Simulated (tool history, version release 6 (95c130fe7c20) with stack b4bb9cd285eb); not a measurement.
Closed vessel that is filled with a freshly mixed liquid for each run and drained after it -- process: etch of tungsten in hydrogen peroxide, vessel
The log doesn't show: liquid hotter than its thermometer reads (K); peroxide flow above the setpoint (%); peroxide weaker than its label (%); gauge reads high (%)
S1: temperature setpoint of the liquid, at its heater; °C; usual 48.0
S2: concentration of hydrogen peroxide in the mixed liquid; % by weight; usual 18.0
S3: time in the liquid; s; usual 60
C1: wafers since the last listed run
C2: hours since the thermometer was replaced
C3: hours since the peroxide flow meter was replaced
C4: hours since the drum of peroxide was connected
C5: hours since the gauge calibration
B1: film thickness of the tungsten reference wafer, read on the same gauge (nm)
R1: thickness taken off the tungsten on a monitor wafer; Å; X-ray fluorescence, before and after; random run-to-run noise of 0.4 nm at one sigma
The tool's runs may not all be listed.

| run | hour | S1 | S2 | S3 | C1 | C2 | C3 | C4 | C5 | B1 | R1 |
|---|---|---|---|---|---|---|---|---|---|---|---|
| 1 | 0.0 | 48.0 | 18.0 | 50 | 0 | 15.8 | 52.4 | 1164.6 | 424.1 | 99.98 | 788.2 |
| 2 | 15.5 | 48.0 | 18.0 | 60 | 1188 | 31.3 | 67.9 | 1180.1 | 439.6 | 100.02 | 947.5 |
| 3 | 29.8 | 48.0 | 18.0 | 60 | 1096 | 45.6 | 82.2 | 1194.4 | 453.9 | 99.98 | 947.9 |
| 4 | 47.8 | 48.0 | 21.5 | 35 | 1380 | 63.6 | 100.2 | 1212.4 | 471.9 | 99.97 | 606.8 |
| 5 | 65.5 | 48.0 | 18.0 | 60 | 1357 | 81.3 | 117.9 | 1230.1 | 489.6 | 100.00 | 946.4 |
| 6 | 83.3 | 48.0 | 18.0 | 60 | 1365 | 99.1 | 135.7 | 1247.9 | 507.4 | 99.99 | 950.8 |
| 7 | 101.2 | 48.0 | 16.5 | 35 | 1372 | 117.0 | 153.6 | 1265.8 | 525.3 | 100.01 | 530.2 |
| 8 | 152.8 | 41.5 | 20.5 | 60 | 3957 | 168.6 | 205.2 | 1317.4 | 576.9 | 100.00 | 678.2 |
| 9 | 164.3 | 41.5 | 23.0 | 75 | 882 | 180.1 | 216.7 | 1328.9 | 588.4 | 100.00 | 891.5 |
| 10 | 171.1 | 48.0 | 18.0 | 60 | 521 | 186.9 | 223.5 | 1335.7 | 595.2 | 99.99 | 956.8 |
| 11 | 178.2 | 48.0 | 15.5 | 30 | 544 | 194.0 | 230.6 | 1342.8 | 602.3 | 100.00 | 443.7 |
| 12 | 192.5 | 48.0 | 15.5 | 60 | 1096 | 208.3 | 244.9 | 1357.1 | 616.6 | 100.02 | 888.1 |
| 13 | 206.4 | 48.0 | 23.0 | 60 | 1066 | 222.2 | 258.8 | 1371.0 | 630.5 | 100.03 | 1082.2 |
| 14 | 220.6 | 48.0 | 18.0 | 60 | 1089 | 236.4 | 273.0 | 1385.2 | 644.7 | 100.00 | 962.8 |
|  | 228.7 | gauge calibrated |
| 15 | 228.9 | 55.5 | 20.5 | 30 | 636 | 244.7 | 281.3 | 1393.5 | 0.2 | 100.00 | 808.7 |
| 16 | 242.7 | 41.5 | 14.0 | 30 | 1058 | 258.5 | 295.1 | 1407.3 | 14.0 | 100.02 | 281.2 |
|  | 247.7 | new drum of peroxide connected |
| 17 | 254.2 | 48.0 | 18.0 | 60 | 805 | 270.0 | 306.6 | 6.5 | 25.5 | 99.96 | 965.2 |
| 18 | 264.2 | 48.0 | 18.0 | 60 | 767 | 280.0 | 316.6 | 16.5 | 35.5 | 99.97 | 965.6 |
| 19 | 277.2 | 48.0 | 18.0 | 60 | 997 | 293.0 | 329.6 | 29.5 | 48.5 | 99.99 | 971.7 |
| 20 | 287.9 | 40.5 | 23.5 | 60 | 820 | 303.7 | 340.3 | 40.2 | 59.2 | 99.99 | 688.3 |
| 21 | 304.5 | 41.5 | 18.0 | 60 | 1273 | 320.3 | 356.9 | 56.8 | 75.8 | 99.97 | 640.9 |
| 22 | 319.2 | 55.5 | 21.0 | 60 | 1127 | 335.0 | 371.6 | 71.5 | 90.5 | 100.00 | 1639.8 |
| 23 | 332.1 | 42.5 | 12.5 | 75 | 989 | 347.9 | 384.5 | 84.4 | 103.4 | 99.99 | 715.0 |
| 24 | 344.2 | 41.0 | 18.0 | 35 | 928 | 360.0 | 396.6 | 96.5 | 115.5 | 100.02 | 363.5 |
| 25 | 361.7 | 38.5 | 13.5 | 45 | 1342 | 377.5 | 414.1 | 114.0 | 133.0 | 99.97 | 344.2 |
| 26 | 368.8 | 48.0 | 16.0 | 60 | 544 | 384.6 | 421.2 | 121.1 | 140.1 | 100.02 | 921.3 |
| 27 | 381.4 | 48.0 | 18.0 | 80 | 966 | 397.2 | 433.8 | 133.7 | 152.7 | 100.01 | 1290.6 |
| 28 | 390.2 | 44.5 | 20.0 | 70 | 674 | 406.0 | 442.6 | 142.5 | 161.5 | 99.97 | 964.0 |
| 29 | 406.9 | 53.0 | 14.5 | 30 | 1280 | 422.7 | 459.3 | 159.2 | 178.2 | 100.02 | 593.3 |

Consider 5 possible next runs. They are alternatives, not a sequence: every one starts from the tool as it was left by run 29. What does each give?
| A | 407.6 | 42.5 | 18.0 | 60 | 53 | 423.4 | 460.0 | 159.9 | 178.9 | ? | ? |
| B | 407.6 | 48.0 | 18.0 | 90 | 53 | 423.4 | 460.0 | 159.9 | 178.9 | ? | ? |
| C | 407.6 | 48.0 | 20.5 | 80 | 53 | 423.4 | 460.0 | 159.9 | 178.9 | ? | ? |
| D | 407.6 | 39.5 | 18.0 | 85 | 53 | 423.4 | 460.0 | 159.9 | 178.9 | ? | ? |
| E | 407.6 | 39.0 | 16.0 | 90 | 53 | 423.4 | 460.0 | 159.9 | 178.9 | ? | ? |

| run | B1 | R1 |
|---|---|---|
| A | 99.99 | 694.2 |
| B | 99.99 | 1471.0 |
| C | 99.99 | 1395.4 |
| D | 99.99 | 810.3 |
| E | 99.99 | 782.9 |
Take away the tool's hidden state, keep each run's random variation, and the runs would have read:
| run | R1 |
|---|---|
| A | 669.9 |
| B | 1420.7 |
| C | 1347.7 |
| D | 781.7 |
| E | 755.2 |
